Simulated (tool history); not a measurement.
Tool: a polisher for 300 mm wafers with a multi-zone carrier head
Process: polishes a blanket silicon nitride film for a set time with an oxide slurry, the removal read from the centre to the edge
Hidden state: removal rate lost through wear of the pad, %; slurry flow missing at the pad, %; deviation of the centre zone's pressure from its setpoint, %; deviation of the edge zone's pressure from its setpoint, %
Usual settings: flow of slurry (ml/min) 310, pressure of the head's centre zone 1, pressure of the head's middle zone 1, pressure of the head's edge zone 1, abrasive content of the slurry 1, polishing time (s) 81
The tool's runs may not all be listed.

| run | day | flow of slurry (ml/min) | pressure of the head's centre zone | pressure of the head's middle zone | pressure of the head's edge zone | abrasive content of the slurry | polishing time (s) | wafers since the last listed run | wafers polished on this pad | hours since the slurry nozzle was cleaned | hours since the centre zone pressure was calibrated | hours since the edge zone pressure was calibrated | hours since the carrier head's membrane was replaced | incoming thickness of the incoming film, nm | film removed at the wafer's centre (Å) | film removed at mid-radius (Å) | film removed at the wafer's edge (Å) |
|---|---|---|---|---|---|---|---|---|---|---|---|---|---|---|---|---|---|
| 1 | 0 | 405 | 1 | 1 | 1 | 1 | 81 | 0 | 628 | 299 | 256.4 | 451.2 | 571.2 | 534 | 593 | 602 | 610 |
| 2 | 3.812 | 310 | 1.11 | 1 | 1.07 | 1 | 81 | 718 | 1347 | 390.5 | 347.9 | 542.7 | 662.7 | 536.8 | 663 | 597 | 617 |
| 3 | 7.596 | 410 | 1 | 1.09 | 1 | 1 | 106 | 713 | 2060 | 481.3 | 438.7 | 633.5 | 753.5 | 525.9 | 788 | 857 | 787 |
| 4 | 9.762 | 310 | 0.96 | 1.06 | 0.89 | 1 | 94 | 408 | 2469 | 533.3 | 490.7 | 685.5 | 805.5 | 528.5 | 673 | 719 | 650 |
|  | 12.779 | slurry nozzle cleaned |
| 5 | 13.867 | 310 | 1 | 1 | 1 | 1 | 81 | 765 | 3235 | 26.1 | 589.2 | 784 | 904 | 533 | 607 | 593 | 603 |
|  | 16.071 | centre zone pressure recalibrated |
|  | 20.771 | worn pad replaced by a new one |
| 6 | 20.8 | 310 | 1 | 1 | 1 | 1 | 81 | 1260 | 5 | 192.5 | 113.5 | 950.4 | 1070.4 | 531.5 | 571 | 591 | 596 |
|  | 21.488 | carrier head's membrane replaced by a new one |
| 7 | 22.429 | 310 | 1 | 1 | 1 | 1 | 105 | 267 | 273 | 231.6 | 152.6 | 989.5 | 22.6 | 532.3 | 739 | 768 | 766 |
| 8 | 24.862 | 310 | 1 | 1 | 1 | 1 | 81 | 458 | 732 | 290 | 211 | 1047.9 | 81 | 529.6 | 574 | 597 | 595 |
| 9 | 26.796 | 310 | 1 | 1.08 | 1.1 | 0.7 | 56 | 364 | 1096 | 336.4 | 257.4 | 1094.3 | 127.4 | 532.1 | 332 | 371 | 362 |
| 10 | 30.858 | 310 | 1 | 1 | 1 | 1 | 81 | 765 | 1862 | 433.9 | 354.9 | 1191.8 | 224.9 | 530.5 | 597 | 584 | 604 |
| 11 | 34.904 | 260 | 1 | 0.9 | 1 | 0.9 | 88 | 762 | 2625 | 531 | 452 | 1288.9 | 322 | 530.4 | 598 | 540 | 620 |
| 12 | 36.729 | 310 | 1 | 1 | 1 | 1 | 81 | 344 | 2969 | 574.8 | 495.8 | 1332.7 | 365.8 | 530.1 | 601 | 602 | 584 |
|  | 38.708 | edge zone pressure recalibrated |
| 13 | 40.167 | 360 | 1 | 1 | 1 | 1.1 | 69 | 632 | 3601 | 657.3 | 578.3 | 35 | 448.3 | 536.8 | 550 | 534 | 530 |
|  | 41.525 | slurry nozzle cleaned |
|  | 42.129 | centre zone pressure recalibrated |
| 14 | 44.338 | 390 | 0.92 | 0.91 | 1 | 1 | 81 | 762 | 4364 | 67.5 | 53 | 135.1 | 548.4 | 529.3 | 541 | 545 | 597 |

What does the tool deliver on the next run?
|  | 45.292 | worn pad replaced by a new one |
| 15 | 46.046 | 310 | 1 | 1 | 1 | 1 | 81 | 290 | 142 | 108.5 | 94 | 176.1 | 589.4 | 534.5 | ? | ? | ? |

{"run 15": {"film removed at the wafer's centre (Å)": 573, "film removed at mid-radius (Å)": 594, "film removed at the wafer's edge (Å)": 598}}
Had the tool carried no hidden state, the very same run would have given film removed at the wafer's centre (Å) 572, film removed at mid-radius (Å) 594, film removed at the wafer's edge (Å) 598.
